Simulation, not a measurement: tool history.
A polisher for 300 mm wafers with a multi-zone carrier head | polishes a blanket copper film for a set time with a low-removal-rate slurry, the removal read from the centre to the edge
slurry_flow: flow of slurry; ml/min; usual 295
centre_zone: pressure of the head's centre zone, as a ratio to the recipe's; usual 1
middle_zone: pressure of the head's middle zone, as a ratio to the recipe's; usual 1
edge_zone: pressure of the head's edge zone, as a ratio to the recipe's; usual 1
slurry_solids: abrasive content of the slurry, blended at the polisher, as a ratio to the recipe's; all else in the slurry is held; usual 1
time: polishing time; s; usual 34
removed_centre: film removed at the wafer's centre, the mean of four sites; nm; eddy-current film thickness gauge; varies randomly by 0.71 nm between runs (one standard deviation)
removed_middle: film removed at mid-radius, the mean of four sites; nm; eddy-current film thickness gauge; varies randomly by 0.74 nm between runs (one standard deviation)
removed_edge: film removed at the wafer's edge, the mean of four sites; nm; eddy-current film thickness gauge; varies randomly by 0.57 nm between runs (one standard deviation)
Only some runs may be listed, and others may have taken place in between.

| run | day | slurry_flow | centre_zone | middle_zone | edge_zone | slurry_solids | time | wafers since the last listed run | wafers polished on this pad | hours since the slurry nozzle was cleaned | hours since the centre zone pressure was calibrated | hours since the edge zone pressure was calibrated | hours since the carrier head's membrane was replaced | incoming thickness of the incoming film, nm | removed_centre | removed_middle | removed_edge |
|---|---|---|---|---|---|---|---|---|---|---|---|---|---|---|---|---|---|
| 1 | 0 | 295 | 0.97 | 1 | 1 | 1 | 34 | 0 | 50 | 328.7 | 559.6 | 768.5 | 42.4 | 813.2 | 82 | 82.9 | 81.6 |
| 2 | 3.396 | 295 | 0.97 | 1 | 1 | 1 | 34 | 1082 | 1133 | 410.2 | 641.1 | 850 | 123.9 | 822.7 | 77.6 | 78.4 | 77 |
| 3 | 5.6 | 295 | 1 | 1 | 1 | 1 | 34 | 702 | 1835 | 463.1 | 694 | 902.9 | 176.8 | 820.8 | 77.9 | 76.7 | 75.3 |
| 4 | 8.312 | 370 | 1 | 1 | 1 | 1 | 38 | 864 | 2700 | 528.2 | 759.1 | 968 | 241.9 | 814.7 | 86.5 | 85 | 84.2 |
| 5 | 10.429 | 370 | 1 | 1 | 1 | 1 | 38 | 674 | 3375 | 579 | 809.9 | 1018.8 | 292.7 | 819.4 | 86.2 | 84.8 | 83.5 |
| 6 | 14.446 | 295 | 1.08 | 1 | 1.07 | 1 | 34 | 1280 | 4655 | 675.4 | 906.3 | 1115.2 | 389.1 | 825 | 79 | 73.9 | 76 |
|  | 15.667 | worn pad replaced by a new one |
|  | 16.6 | edge zone pressure recalibrated |
| 7 | 18.75 | 295 | 1.08 | 1 | 1.07 | 1 | 34 | 1292 | 956 | 778.7 | 1009.6 | 51.6 | 492.4 | 821.1 | 84.1 | 77.7 | 80 |
| 8 | 22.775 | 295 | 1.08 | 1 | 1.07 | 1 | 34 | 1282 | 2239 | 875.3 | 1106.2 | 148.2 | 589 | 829.7 | 80.6 | 75 | 76.7 |
| 9 | 26.196 | 295 | 1 | 1.11 | 1 | 0.85 | 34 | 1090 | 3329 | 957.4 | 1188.3 | 230.3 | 671.1 | 821.3 | 72.9 | 77.8 | 71.7 |
|  | 27.062 | slurry nozzle cleaned |
| 10 | 29.383 | 295 | 1.08 | 1 | 1.07 | 1 | 34 | 1002 | 4332 | 55.7 | 1264.8 | 306.8 | 747.6 | 831.2 | 78.7 | 72.5 | 74.1 |
| 11 | 32.729 | 295 | 1 | 1 | 1 | 1 | 42 | 1066 | 5398 | 136 | 1345.1 | 387.1 | 827.9 | 819.1 | 90.7 | 90.1 | 88.8 |
|  | 34.192 | worn pad replaced by a new one |
| 12 | 36.729 | 295 | 1 | 1 | 1 | 1.2 | 34 | 1221 | 809 | 232 | 1441.1 | 483.1 | 923.9 | 829.5 | 81 | 82.3 | 78.7 |
|  | 36.929 | centre zone pressure recalibrated |
|  | 38.967 | carrier head's membrane replaced by a new one |
| 13 | 39.492 | 295 | 1 | 0.89 | 1 | 1 | 34 | 787 | 1596 | 298.3 | 61.5 | 549.4 | 12.6 | 821.6 | 77.1 | 69.8 | 76.1 |
| 14 | 42.208 | 295 | 1 | 1 | 1 | 1 | 34 | 865 | 2462 | 363.5 | 126.7 | 614.6 | 77.8 | 819.4 | 75.2 | 76 | 73.7 |
| 15 | 43.908 | 295 | 1 | 0.9 | 1.12 | 0.75 | 39 | 541 | 3004 | 404.3 | 167.5 | 655.4 | 118.6 | 822.4 | 85.1 | 74 | 86.7 |
| 16 | 47.629 | 295 | 1 | 1 | 1.03 | 1 | 23 | 1185 | 4190 | 493.6 | 256.8 | 744.7 | 207.9 | 808.6 | 50.5 | 49.4 | 49.8 |
| 17 | 50.167 | 295 | 1 | 1 | 1.03 | 1 | 34 | 808 | 4999 | 554.5 | 317.7 | 805.6 | 268.8 | 819.1 | 74.6 | 72.7 | 73.6 |
|  | 51.471 | worn pad replaced by a new one |
| 18 | 53.788 | 385 | 0.95 | 1.09 | 1 | 1 | 46 | 1100 | 738 | 641.4 | 404.6 | 892.5 | 355.7 | 824.9 | 107 | 116.1 | 106.9 |
| 19 | 57.775 | 295 | 1.04 | 1 | 0.92 | 1 | 34 | 1270 | 2008 | 737.1 | 500.3 | 988.2 | 451.4 | 823 | 80 | 76.5 | 72.4 |
| 20 | 60.979 | 295 | 1 | 1 | 1 | 1 | 34 | 1021 | 3030 | 814 | 577.2 | 1065.1 | 528.3 | 804.4 | 74.8 | 75.1 | 74.4 |
|  | 64.508 | slurry nozzle cleaned |
| 21 | 64.812 | 215 | 1 | 1.05 | 1 | 1 | 34 | 1208 | 4238 | 7.3 | 669.2 | 1157.1 | 620.3 | 831.8 | 71.6 | 75.4 | 70.2 |

4 ways to go on from here, each from the tool as it stands after run 21. What would each give?
| A | 64.829 | 200 | 1 | 1 | 1 | 1 | 34 | 5 | 4244 | 7.7 | 669.6 | 1157.5 | 620.7 | 824.9 | ? | ? | ? |
| B | 64.829 | 295 | 1 | 1 | 1.1 | 0.9 | 34 | 5 | 4244 | 7.7 | 669.6 | 1157.5 | 620.7 | 824.9 | ? | ? | ? |
| C | 64.829 | 295 | 1 | 0.97 | 1.1 | 1.15 | 34 | 5 | 4244 | 7.7 | 669.6 | 1157.5 | 620.7 | 824.9 | ? | ? | ? |
| D | 64.829 | 295 | 1 | 1 | 1 | 0.75 | 24 | 5 | 4244 | 7.7 | 669.6 | 1157.5 | 620.7 | 824.9 | ? | ? | ? |

| run | removed_centre | removed_middle | removed_edge |
|---|---|---|---|
| A | 71.5 | 71.4 | 70.4 |
| B | 74.1 | 73.7 | 75.3 |
| C | 76.3 | 74 | 77.7 |
| D | 51.3 | 51 | 49.7 |
Without the tool's unlogged condition, the same runs would have read:
| run | removed_centre | removed_middle | removed_edge |
|---|---|---|---|
| A | 80.5 | 80.4 | 79.3 |
| B | 83.4 | 83 | 84.8 |
| C | 85.9 | 83.3 | 87.4 |
| D | 57.7 | 57.4 | 56 |

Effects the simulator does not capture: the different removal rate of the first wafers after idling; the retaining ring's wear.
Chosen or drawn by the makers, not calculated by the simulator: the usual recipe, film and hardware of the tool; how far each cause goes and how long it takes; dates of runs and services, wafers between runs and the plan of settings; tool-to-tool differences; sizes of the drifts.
